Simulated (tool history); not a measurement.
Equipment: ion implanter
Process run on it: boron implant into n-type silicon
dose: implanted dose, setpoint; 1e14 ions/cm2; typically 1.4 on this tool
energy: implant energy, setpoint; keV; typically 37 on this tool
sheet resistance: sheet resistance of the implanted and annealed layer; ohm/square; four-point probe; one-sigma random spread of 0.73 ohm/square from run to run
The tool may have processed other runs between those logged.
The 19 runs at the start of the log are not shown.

run,hour,dose,energy,wafers since the last listed run,hours since the last dose calibration,hours since the extraction supply was calibrated,hours since the gauge calibration,"read-back reference wafer on the same gauge, sheet resistance",sheet resistance
20,1054.8,1.13,37,492,104.6,585.2,392.8,461.01,565.38
21,1097.4,1.4,37,388,147.2,627.8,435.4,461.11,487.05
22,1124.1,1.64,40.5,243,173.9,654.5,462.1,461.14,427.59
23,1182.3,1.64,37,531,232.1,712.7,520.3,461.08,434.18
24,1218.9,0.98,32,334,268.7,749.3,556.9,460.93,641.7
25,1274.8,1.19,49,510,324.6,805.2,612.8,461.07,513.25
26,1323.6,1.4,37,445,373.4,854,661.6,460.91,484.62
27,1350,1.69,27.5,241,399.8,880.4,688,461.1,444.36
28,1416.7,1.76,43,608,466.5,947.1,754.7,461.03,403.29
29,1443.7,1.74,24.5,246,493.5,974.1,781.7,461.03,441.97
30,1473,1.53,49.5,267,522.8,1003.4,811,461.03,431.95

What if the next run were any one of these 5? Each begins from the tool's condition after run 30:
A,1473.4,1.4,30.5,3,523.2,1003.8,811.4,?,?
B,1473.4,1.25,27,3,523.2,1003.8,811.4,?,?
C,1473.4,1.4,50,3,523.2,1003.8,811.4,?,?
D,1473.4,1.04,37,3,523.2,1003.8,811.4,?,?
E,1473.4,1.08,47,3,523.2,1003.8,811.4,?,?

run,"read-back reference wafer on the same gauge, sheet resistance",sheet resistance
A,460.96,500.78
B,460.96,555.55
C,460.96,458.56
D,460.96,596.14
E,460.96,553.91
Without the tool's unlogged condition, the same runs would have read:
run,sheet resistance
A,504.93
B,560.2
C,462.14
D,600.96
E,558.31
